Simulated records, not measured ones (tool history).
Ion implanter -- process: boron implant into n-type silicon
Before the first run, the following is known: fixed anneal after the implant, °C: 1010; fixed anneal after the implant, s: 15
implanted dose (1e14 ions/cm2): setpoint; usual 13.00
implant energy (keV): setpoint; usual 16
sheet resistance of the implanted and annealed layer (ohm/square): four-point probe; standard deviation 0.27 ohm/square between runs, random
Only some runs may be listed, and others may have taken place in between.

run	hour	implanted dose (1e14 ions/cm2)	implant energy (keV)	wafers since the last listed run	hours since the last dose calibration	hours since the extraction supply was calibrated	hours since the gauge calibration	read-back reference wafer on the same gauge, sheet resistance	sheet resistance of the implanted and annealed layer (ohm/square)
1	0.0	13.00	16	0	440.9	4616.9	995.3	121.88	99.80
# hour 86.4: gauge calibrated
2	154.1	13.00	16	2646	595.0	4771.0	67.7	121.90	100.22
3	213.7	13.00	16	1023	654.6	4830.6	127.3	122.06	99.46
4	262.0	13.00	16	829	702.9	4878.9	175.6	122.05	99.65
5	353.5	13.00	14	1571	794.4	4970.4	267.1	121.98	103.63
6	422.9	13.00	14	1191	863.8	5039.8	336.5	122.05	102.98
7	527.9	13.00	14	1803	968.8	5144.8	441.5	122.16	102.78
8	604.6	13.00	16	1317	1045.5	5221.5	518.2	122.06	99.49
9	671.0	15.50	16	1140	1111.9	5287.9	584.6	122.04	90.02
10	743.3	13.00	19	1241	1184.2	5360.2	656.9	121.92	95.95
11	779.7	13.00	16	625	1220.6	5396.6	693.3	122.03	99.23

What will run 12 give?
12	890.3	15.63	14	1899	1331.2	5507.2	803.9	?	?

Run 12 measured read-back reference wafer on the same gauge, sheet resistance 121.98, sheet resistance of the implanted and annealed layer (ohm/square) 93.39.
On a tool with no hidden condition, and with the same random variation, this run would have come out at sheet resistance of the implanted and annealed layer (ohm/square) 95.49.
